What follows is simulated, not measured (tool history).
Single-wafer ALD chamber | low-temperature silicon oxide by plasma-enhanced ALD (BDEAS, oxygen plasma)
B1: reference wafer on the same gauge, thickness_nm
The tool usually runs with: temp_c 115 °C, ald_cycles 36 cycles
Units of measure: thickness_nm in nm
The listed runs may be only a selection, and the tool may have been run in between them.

run 1 day=0.000 | temp_c=104 ald_cycles=33 | B1=5.871 | thickness_nm=4.613
run 2 day=1.921 | temp_c=104 ald_cycles=33 | B1=5.867 | thickness_nm=4.584
run 3 day=10.554 | temp_c=115 ald_cycles=36 | B1=5.866 | thickness_nm=4.899
run 4 day=12.846 | temp_c=115 ald_cycles=36 | B1=5.868 | thickness_nm=4.873
run 5 day=16.008 | temp_c=115 ald_cycles=36 | B1=5.868 | thickness_nm=4.902
run 6 day=18.608 | temp_c=127 ald_cycles=36 | B1=5.869 | thickness_nm=4.772
run 7 day=21.725 | temp_c=127 ald_cycles=36 | B1=5.872 | thickness_nm=4.762
run 8 day=24.758 | temp_c=108 ald_cycles=39 | B1=5.869 | thickness_nm=5.377
run 9 day=28.933 | temp_c=104 ald_cycles=36 | B1=5.871 | thickness_nm=5.010
run 10 day=30.621 | temp_c=104 ald_cycles=36 | B1=5.871 | thickness_nm=5.020
run 11 day=35.054 | temp_c=122 ald_cycles=33 | B1=5.873 | thickness_nm=4.404
run 12 day=38.412 | temp_c=122 ald_cycles=33 | B1=5.870 | thickness_nm=4.413
run 13 day=39.954 | temp_c=115 ald_cycles=36 | B1=5.870 | thickness_nm=4.889
run 14 day=42.979 | temp_c=115 ald_cycles=30 | B1=5.865 | thickness_nm=4.079
run 15 day=44.729 | temp_c=119 ald_cycles=41 | B1=5.870 | thickness_nm=5.529
run 16 day=47.817 | temp_c=115 ald_cycles=33 | B1=5.868 | thickness_nm=4.615
run 17 day=50.517 | temp_c=115 ald_cycles=36 | B1=5.871 | thickness_nm=5.010
run 18 day=52.633 | temp_c=115 ald_cycles=36 | B1=5.869 | thickness_nm=5.030
run 19 day=55.317 | temp_c=115 ald_cycles=36 | B1=5.872 | thickness_nm=5.013
run 20 day=58.104 | temp_c=119 ald_cycles=34 | B1=5.866 | thickness_nm=4.619
run 21 day=62.304 | temp_c=115 ald_cycles=36 | B1=5.869 | thickness_nm=4.922
run 22 day=64.608 | temp_c=115 ald_cycles=43 | B1=5.874 | thickness_nm=5.890
run 23 day=67.062 | temp_c=109 ald_cycles=30 | B1=5.874 | thickness_nm=4.154
run 24 day=69.912 | temp_c=115 ald_cycles=34 | B1=5.871 | thickness_nm=4.657
run 25 day=72.817 | temp_c=125 ald_cycles=39 | B1=5.864 | thickness_nm=5.207
run 26 day=77.254 | temp_c=110 ald_cycles=36 | B1=5.868 | thickness_nm=4.983
run 27 day=80.567 | temp_c=126 ald_cycles=30 | B1=5.872 | thickness_nm=4.018

Between the runs listed above, the log contained 3 entries, not reproduced here. Where in the sequence does each belong, and how does what the log doesn't record of the tool's condition differ from the listed run before to the listed run after?
Logged between run 12 and run 13: gauge calibrated (day 39.829)
  wafer temperature above the value expected at the setpoint (K): 4.07 -> 4.13
  the result without the hidden state subtracted from the measured one, thickness_nm: -0.039 -> -0.043 nm
Logged between run 15 and run 16: thermocouple changed; heater temperature recalibrated (day 45.571)
  wafer temperature above the value expected at the setpoint (K): 4.3 -> -7.73
  the result without the hidden state subtracted from the measured one, thickness_nm: -0.051 -> +0.074 nm
Logged between run 19 and run 20: thermocouple changed; heater temperature recalibrated, repeated, since the last time left the tool worse (day 55.696)
  wafer temperature above the value expected at the setpoint (K): -7.45 -> 0.0878
  the result without the hidden state subtracted from the measured one, thickness_nm: +0.077 -> +0.000 nm

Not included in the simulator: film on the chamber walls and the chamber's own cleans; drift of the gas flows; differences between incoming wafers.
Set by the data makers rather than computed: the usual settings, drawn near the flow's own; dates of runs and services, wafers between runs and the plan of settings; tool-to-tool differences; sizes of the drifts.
